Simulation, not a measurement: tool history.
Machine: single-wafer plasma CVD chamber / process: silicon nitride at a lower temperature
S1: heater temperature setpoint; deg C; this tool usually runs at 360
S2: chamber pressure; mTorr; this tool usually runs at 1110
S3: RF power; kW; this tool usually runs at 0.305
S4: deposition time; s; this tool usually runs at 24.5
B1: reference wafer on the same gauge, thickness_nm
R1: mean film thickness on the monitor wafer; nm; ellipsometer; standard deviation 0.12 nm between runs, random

Run 1, hour 0.0: usual settings; B1 28.827. Result: R1 27.613 nm.
Run 2, hour 31.7: usual settings; B1 28.804. Result: R1 27.457 nm.
Run 3, hour 58.6: usual settings; B1 28.789. Result: R1 27.512 nm.
Run 4, hour 92.1: usual settings but S1 352 deg C, S2 1240 mTorr; B1 28.741. Result: R1 27.764 nm.
Run 5, hour 126.8: usual settings but S1 352 deg C, S2 1240 mTorr; B1 28.777. Result: R1 27.929 nm.
Run 6, hour 147.3: usual settings but S2 960 mTorr; B1 28.803. Result: R1 26.697 nm.
Run 7, hour 175.0: usual settings; B1 28.808. Result: R1 27.597 nm.
Run 8, hour 196.3: usual settings; B1 28.810. Result: R1 27.323 nm.
Run 9, hour 210.3: usual settings; B1 28.804. Result: R1 27.318 nm.
At hour 224.8: thermocouple changed; heater temperature recalibrated.
Run 10, hour 226.8: usual settings but S3 0.335 kW, S4 26.9 s; B1 28.773. Result: R1 32.207 nm.
At hour 263.7: capacitance manometer re-zeroed and calibrated.
Run 11, hour 264.2: usual settings but S2 1340 mTorr, S4 23.1 s; B1 28.786. Result: R1 26.605 nm.
Run 12, hour 289.6: usual settings but S3 0.250 kW, S4 21.1 s; B1 28.821. Result: R1 20.570 nm.
Run 13, hour 310.5: usual settings but S1 367 deg C, S2 1270 mTorr; B1 28.809. Result: R1 28.018 nm.
At hour 319.1: showerhead replaced.
Run 14, hour 327.6: usual settings but S1 367 deg C, S3 0.355 kW; B1 28.821. Result: R1 30.277 nm.
Run 15, hour 340.2: usual settings but S2 910 mTorr, S3 0.330 kW, S4 29.1 s; B1 28.796. Result: R1 33.029 nm.
Run 16, hour 365.8: usual settings but S3 0.250 kW, S4 21.1 s; B1 28.799. Result: R1 20.681 nm.
At hour 392.0: RF generator calibrated.
At hour 392.0: gauge calibrated.
Run 17, hour 395.1: usual settings but S3 0.265 kW; B1 28.805. Result: R1 24.779 nm.
Run 18, hour 425.7: usual settings; B1 28.817. Result: R1 27.301 nm.
Run 19, hour 460.8: usual settings; B1 28.788. Result: R1 27.490 nm.
Run 20, hour 493.8: usual settings; B1 28.774. Result: R1 27.370 nm.
Run 21, hour 596.0: usual settings but S1 355 deg C, S4 21.1 s; B1 28.822. Result: R1 23.730 nm.

Forecast each of these 4 alternatives for the next run:
Run A, hour 596.4: usual settings but S1 375 deg C; B1 ?. Result: R1 ?.
Run B, hour 596.4: usual settings but S3 0.355 kW; B1 ?. Result: R1 ?.
Run C, hour 596.4: usual settings but S1 370 deg C, S3 0.335 kW, S4 27.5 s; B1 ?. Result: R1 ?.
Run D, hour 596.4: usual settings but S1 348 deg C, S4 19.8 s; B1 ?. Result: R1 ?.

run      B1      R1
  A  28.794  27.448
  B  28.794  30.469
  C  28.794  32.832
  D  28.794  22.400
With no hidden state in the tool, these same runs would have given:
run      R1
  A  27.448
  B  30.469
  C  32.832
  D  22.400
